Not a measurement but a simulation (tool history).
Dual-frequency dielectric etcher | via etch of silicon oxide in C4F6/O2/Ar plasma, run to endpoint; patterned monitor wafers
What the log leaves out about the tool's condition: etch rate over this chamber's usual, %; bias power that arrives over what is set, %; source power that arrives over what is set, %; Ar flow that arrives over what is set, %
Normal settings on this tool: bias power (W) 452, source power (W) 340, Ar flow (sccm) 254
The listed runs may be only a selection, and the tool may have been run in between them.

run     day  bias power (W)  source power (W)  Ar flow (sccm)  wafers since the last listed run  hours since the last wet clean  hours since the last bias power generator calibration  hours since the last source power generator calibration  hours since the last Ar flow controller change  hours since the last upper electrode change  incoming incoming film thickness, nm  endpoint time (s)
  1   0.000             452               340             254                                 0                           254.0                                                 1366.2                                                   1250.5                                          1103.0                                       2667.6                                 105.4               25.0
  2   2.296             452               340             254                               863                           309.1                                                 1421.3                                                   1305.6                                          1158.1                                       2722.7                                 105.7               25.1
  3   4.167             452               340             254                               703                           354.0                                                 1466.2                                                   1350.5                                          1203.0                                       2767.6                                 104.3               24.5
  4   5.796             452               340             254                               612                           393.1                                                 1505.3                                                   1389.6                                          1242.1                                       2806.7                                 104.4               24.3
      7.246  -- wet clean of the chamber
  5   8.012             452               300             254                               457                            18.4                                                 1558.5                                                   1442.8                                          1295.3                                       2859.9                                 104.7               26.8
  6  10.529             452               300             254                               946                            78.8                                                 1618.9                                                   1503.2                                          1355.7                                       2920.3                                 104.9               27.2
  7  12.042             452               340             254                               568                           115.1                                                 1655.2                                                   1539.5                                          1392.0                                       2956.6                                 104.1               25.6
     12.517  -- source power generator calibrated
     13.850  -- bias power generator calibrated
     15.875  -- upper electrode replaced
     17.212  -- Ar flow controller replaced
  8  17.442             452               340             254                              1435                           244.7                                                   86.2                                                    118.2                                             5.5                                         37.6                                 104.7               25.4
  9  19.642             452               270             298                               827                           297.5                                                  139.0                                                    171.0                                            58.3                                         90.4                                 104.6               27.6
 10  21.600             452               340             254                               736                           344.5                                                  186.0                                                    218.0                                           105.3                                        137.4                                 104.5               25.2
 11  23.692             452               340             254                               786                           394.7                                                  236.2                                                    268.2                                           155.5                                        187.6                                 104.5               25.3
     27.308  -- wet clean of the chamber
 12  27.329             415               260             254                               992                             0.5                                                  323.5                                                    355.5                                           242.8                                        274.9                                 104.2               29.0
 13  28.575             559               270             235                               468                            30.4                                                  353.4                                                    385.4                                           272.7                                        304.8                                 103.8               25.1
 14  31.275             452               340             306                              1015                            95.2                                                  418.2                                                    450.2                                           337.5                                        369.6                                 106.2               26.8
 15  35.029             452               340             254                              1412                           185.3                                                  508.3                                                    540.3                                           427.6                                        459.7                                 105.0               25.1
 16  38.321             565               340             254                              1238                           264.3                                                  587.3                                                    619.3                                           506.6                                        538.7                                 105.3               23.2

Forecast each of these 4 alternatives for the next run:
  A  38.338             452               340             254                                 6                           264.7                                                  587.7                                                    619.7                                           507.0                                        539.1                                 104.8                  ?
  B  38.338             538               270             254                                 6                           264.7                                                  587.7                                                    619.7                                           507.0                                        539.1                                 104.8                  ?
  C  38.338             525               270             228                                 6                           264.7                                                  587.7                                                    619.7                                           507.0                                        539.1                                 104.8                  ?
  D  38.338             551               290             292                                 6                           264.7                                                  587.7                                                    619.7                                           507.0                                        539.1                                 104.8                  ?

run  endpoint time (s)
  A               25.3
  B               25.7
  C               25.5
  D               25.4
The same runs, with their run-to-run variation unchanged, on a tool lacking any hidden condition would have given:
run  endpoint time (s)
  A               26.1
  B               26.6
  C               26.4
  D               26.2
